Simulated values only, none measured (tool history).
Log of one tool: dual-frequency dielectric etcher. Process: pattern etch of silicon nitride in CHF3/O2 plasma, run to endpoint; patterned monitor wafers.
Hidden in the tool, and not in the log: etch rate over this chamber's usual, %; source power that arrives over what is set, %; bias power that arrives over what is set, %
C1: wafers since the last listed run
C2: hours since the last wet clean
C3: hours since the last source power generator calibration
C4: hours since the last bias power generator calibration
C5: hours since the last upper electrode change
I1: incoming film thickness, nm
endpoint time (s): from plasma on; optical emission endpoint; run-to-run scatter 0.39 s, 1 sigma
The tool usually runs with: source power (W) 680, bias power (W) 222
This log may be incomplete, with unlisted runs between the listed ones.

run 1 hour=0 | source_power_(W)=640 bias_power_(W)=237 | C1=0 C2=274.3 C3=2965 C4=2485.1 C5=2339.7 | I1=74.6 | endpoint_time_(s)=49
run 2 hour=9.1 | source_power_(W)=770 bias_power_(W)=222 | C1=79 C2=283.4 C3=2974.1 C4=2494.2 C5=2348.8 | I1=73.2 | endpoint_time_(s)=44.9
run 3 hour=16.5 | source_power_(W)=770 bias_power_(W)=222 | C1=64 C2=290.8 C3=2981.5 C4=2501.6 C5=2356.2 | I1=75.1 | endpoint_time_(s)=46
run 4 hour=35.5 | source_power_(W)=680 bias_power_(W)=222 | C1=165 C2=309.8 C3=3000.5 C4=2520.6 C5=2375.2 | I1=74.3 | endpoint_time_(s)=48.4
run 5 hour=44.8 | source_power_(W)=680 bias_power_(W)=222 | C1=81 C2=319.1 C3=3009.8 C4=2529.9 C5=2384.5 | I1=74.4 | endpoint_time_(s)=47.7
run 6 hour=59 | source_power_(W)=680 bias_power_(W)=222 | C1=123 C2=333.3 C3=3024 C4=2544.1 C5=2398.7 | I1=74.3 | endpoint_time_(s)=48.4
run 7 hour=76.5 | source_power_(W)=680 bias_power_(W)=222 | C1=152 C2=350.8 C3=3041.5 C4=2561.6 C5=2416.2 | I1=74.1 | endpoint_time_(s)=47.6
run 8 hour=86.8 | source_power_(W)=680 bias_power_(W)=222 | C1=89 C2=361.1 C3=3051.8 C4=2571.9 C5=2426.5 | I1=73.6 | endpoint_time_(s)=47.8
run 9 hour=97.7 | source_power_(W)=730 bias_power_(W)=222 | C1=95 C2=372 C3=3062.7 C4=2582.8 C5=2437.4 | I1=74.7 | endpoint_time_(s)=47.8
run 10 hour=113.6 | source_power_(W)=730 bias_power_(W)=222 | C1=138 C2=387.9 C3=3078.6 C4=2598.7 C5=2453.3 | I1=73.9 | endpoint_time_(s)=46.3
run 11 hour=128.3 | source_power_(W)=680 bias_power_(W)=207 | C1=128 C2=402.6 C3=3093.3 C4=2613.4 C5=2468 | I1=75.1 | endpoint_time_(s)=49.5
run 12 hour=135.7 | source_power_(W)=680 bias_power_(W)=207 | C1=64 C2=410 C3=3100.7 C4=2620.8 C5=2475.4 | I1=74.2 | endpoint_time_(s)=49
-- hour=141.3 source power generator calibrated
-- hour=161.5 wet clean of the chamber
run 13 hour=162 | source_power_(W)=800 bias_power_(W)=222 | C1=17 C2=0.5 C3=20.7 C4=2647.1 C5=2501.7 | I1=74.5 | endpoint_time_(s)=44.2
run 14 hour=162.4 | source_power_(W)=680 bias_power_(W)=222 | C1=3 C2=0.9 C3=21.1 C4=2647.5 C5=2502.1 | I1=73.9 | endpoint_time_(s)=46.1
run 15 hour=174.8 | source_power_(W)=680 bias_power_(W)=233 | C1=108 C2=13.3 C3=33.5 C4=2659.9 C5=2514.5 | I1=75.2 | endpoint_time_(s)=46
run 16 hour=192.7 | source_power_(W)=620 bias_power_(W)=203 | C1=156 C2=31.2 C3=51.4 C4=2677.8 C5=2532.4 | I1=74.4 | endpoint_time_(s)=48.8
run 17 hour=209.5 | source_power_(W)=680 bias_power_(W)=222 | C1=146 C2=48 C3=68.2 C4=2694.6 C5=2549.2 | I1=74.5 | endpoint_time_(s)=46.5
-- hour=236.2 upper electrode replaced
run 18 hour=236.7 | source_power_(W)=680 bias_power_(W)=222 | C1=27 C2=75.2 C3=95.4 C4=2721.8 C5=0.5 | I1=74.2 | endpoint_time_(s)=47
run 19 hour=237 | source_power_(W)=520 bias_power_(W)=206 | C1=2 C2=75.5 C3=95.7 C4=2722.1 C5=0.8 | I1=73.4 | endpoint_time_(s)=52.1
run 20 hour=253 | source_power_(W)=770 bias_power_(W)=252 | C1=139 C2=91.5 C3=111.7 C4=2738.1 C5=16.8 | I1=73.8 | endpoint_time_(s)=42.8
run 21 hour=263.3 | source_power_(W)=680 bias_power_(W)=222 | C1=89 C2=101.8 C3=122 C4=2748.4 C5=27.1 | I1=74.4 | endpoint_time_(s)=46.8
run 22 hour=269.6 | source_power_(W)=680 bias_power_(W)=222 | C1=54 C2=108.1 C3=128.3 C4=2754.7 C5=33.4 | I1=73.7 | endpoint_time_(s)=46.3

For run 23, what comes out?
run 23 hour=284.7 | source_power_(W)=800 bias_power_(W)=275 | C1=131 C2=123.2 C3=143.4 C4=2769.8 C5=48.5 | I1=74.8 | endpoint_time_(s)=?

endpoint time (s): 42.1
Take away the tool's hidden state, keep the run-to-run variation as it was, and the same run would have given endpoint time (s) 41.4.
